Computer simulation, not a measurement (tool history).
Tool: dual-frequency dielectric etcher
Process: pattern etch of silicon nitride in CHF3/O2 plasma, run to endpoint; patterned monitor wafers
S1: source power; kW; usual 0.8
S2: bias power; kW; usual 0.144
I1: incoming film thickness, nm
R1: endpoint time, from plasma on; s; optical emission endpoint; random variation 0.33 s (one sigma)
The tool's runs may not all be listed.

{"run": 1, "hour": 0.0, "S1": 0.8, "S2": 0.144, "I1": 70.7, "R1": 45.9}
{"run": 2, "hour": 17.2, "S1": 0.8, "S2": 0.144, "I1": 70.3, "R1": 45.9}
{"run": 3, "hour": 23.2, "S1": 0.8, "S2": 0.144, "I1": 70.7, "R1": 45.6}
{"run": 4, "hour": 30.9, "S1": 0.8, "S2": 0.144, "I1": 70.6, "R1": 45.2}
{"run": 5, "hour": 41.5, "S1": 0.8, "S2": 0.144, "I1": 70.8, "R1": 45.9}
{"run": 6, "hour": 52.0, "S1": 0.8, "S2": 0.164, "I1": 71.2, "R1": 43.4}
{"run": 7, "hour": 68.9, "S1": 0.8, "S2": 0.164, "I1": 70.7, "R1": 43.3}
{"run": 8, "hour": 76.0, "S1": 0.8, "S2": 0.125, "I1": 71.4, "R1": 47.3}
{"run": 9, "hour": 87.1, "S1": 0.8, "S2": 0.125, "I1": 71.1, "R1": 47.8}
{"run": 10, "hour": 98.4, "S1": 0.8, "S2": 0.144, "I1": 71, "R1": 44.8}
{"hour": 126.5, "done": "wet clean of the chamber"}
{"run": 11, "hour": 127.0, "S1": 0.8, "S2": 0.144, "I1": 71.1, "R1": 47.6}
{"run": 12, "hour": 133.6, "S1": 0.8, "S2": 0.144, "I1": 71.3, "R1": 48.2}
{"run": 13, "hour": 172.2, "S1": 0.8, "S2": 0.144, "I1": 71.3, "R1": 47.5}
{"run": 14, "hour": 179.1, "S1": 0.8, "S2": 0.144, "I1": 71.5, "R1": 47.4}
{"run": 15, "hour": 192.7, "S1": 0.8, "S2": 0.144, "I1": 70.8, "R1": 47.1}
{"hour": 212.2, "done": "bias power generator calibrated"}
{"hour": 217.2, "done": "upper electrode replaced"}
{"run": 16, "hour": 217.7, "S1": 0.65, "S2": 0.166, "I1": 70.5, "R1": 46.4}
{"run": 17, "hour": 218.0, "S1": 0.88, "S2": 0.129, "I1": 70.7, "R1": 47.9}
{"run": 18, "hour": 232.4, "S1": 0.91, "S2": 0.144, "I1": 70.9, "R1": 45.5}
{"run": 19, "hour": 271.8, "S1": 0.98, "S2": 0.144, "I1": 70.7, "R1": 44.4}
{"run": 20, "hour": 279.6, "S1": 0.8, "S2": 0.144, "I1": 70.9, "R1": 46.6}
{"run": 21, "hour": 295.6, "S1": 0.8, "S2": 0.108, "I1": 70.4, "R1": 50.8}
{"hour": 306.8, "done": "source power generator calibrated"}
{"run": 22, "hour": 308.0, "S1": 0.75, "S2": 0.144, "I1": 70.6, "R1": 47.2}
{"run": 23, "hour": 316.5, "S1": 0.68, "S2": 0.144, "I1": 70.6, "R1": 48.1}
{"run": 24, "hour": 328.7, "S1": 0.8, "S2": 0.144, "I1": 70.6, "R1": 46.4}
{"run": 25, "hour": 377.9, "S1": 0.8, "S2": 0.144, "I1": 70.9, "R1": 46}
{"run": 26, "hour": 390.6, "S1": 0.8, "S2": 0.144, "I1": 70.8, "R1": 45.9}
{"run": 27, "hour": 400.7, "S1": 0.8, "S2": 0.144, "I1": 70.8, "R1": 45.1}
{"run": 28, "hour": 410.7, "S1": 0.65, "S2": 0.118, "I1": 70.8, "R1": 51.5}

Hidden state or all else? Some run-to-run changes of R1, split into what the settings, what came in and random variation would give without the hidden state, and what is left for the hidden state (with any gauge scatter that isn't in both results):
The hidden state here: etch rate over this chamber's usual, %; source power that arrives over what is set, %; bias power that arrives over what is set, %.
Run 10 -> 11: wet clean of the chamber. R1 +2.8 s: hidden state +2.5, all else +0.3.
Run 18 -> 19: S1 0.91 -> 0.98. R1 -1.1 s: hidden state -0.3, all else -0.8.
Run 20 -> 21: S2 0.144 -> 0.108. R1 +4.2 s: hidden state -0.2, all else +4.4.
Run 27 -> 28: S1 0.8 -> 0.65, S2 0.144 -> 0.118. R1 +6.4 s: hidden state -0.3, all else +6.7.
